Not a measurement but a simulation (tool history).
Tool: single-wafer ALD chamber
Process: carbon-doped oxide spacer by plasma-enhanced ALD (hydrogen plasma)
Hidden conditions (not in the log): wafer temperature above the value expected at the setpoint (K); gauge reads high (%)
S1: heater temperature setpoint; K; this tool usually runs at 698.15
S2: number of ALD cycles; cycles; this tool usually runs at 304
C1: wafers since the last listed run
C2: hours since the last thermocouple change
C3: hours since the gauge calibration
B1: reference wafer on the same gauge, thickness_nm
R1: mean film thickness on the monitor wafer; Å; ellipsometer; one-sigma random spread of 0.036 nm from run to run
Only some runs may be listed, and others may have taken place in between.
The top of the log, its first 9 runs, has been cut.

run   hour      S1   S2  C1      C2     C3      B1      R1
 10  296.5  698.15  304  32  2797.5  161.2  14.408  141.93
 11  317.4  698.15  304  23  2818.4  182.1  14.409  142.02
 12  338.2  698.15  304  23  2839.2  202.9  14.411  141.49
 13  370.5  698.15  304  36  2871.5  235.2  14.372  141.91
     382.1  -- thermocouple changed; heater temperature recalibrated
 14  389.6  698.15  304  12     7.5  254.3  14.371  141.59
 15  421.3  698.15  332  36    39.2    286  14.362  154.16
 16  447.4  698.15  248  29    65.3  312.1  14.337  115.72
 17  460.5  708.15  288  14    78.4  325.2  14.336  128.79
 18  484.3  703.15  304  27   102.2    349  14.316  138.05
 19    505  698.15  304  23   122.9  369.7   14.32  140.78
 20    525  691.15  263  22   142.9  389.7  14.304  125.07
 21  545.8  698.15  304  23   163.7  410.5  14.312  141.02
     558.9  -- gauge calibrated
 22  577.4  698.15  304  35   195.3   18.5  14.482  143.07
 23    593  688.15  354  17   210.9   34.1  14.491  172.01

For run 24, what comes out?
 24  616.6  698.15  362  26  234.5  57.7   ?   ?

{"run 24": {"B1": 14.477, "R1": 169.87}}
If the tool had no hidden condition, the same run with the same run-to-run variation would have returned R1 170.09 Å.
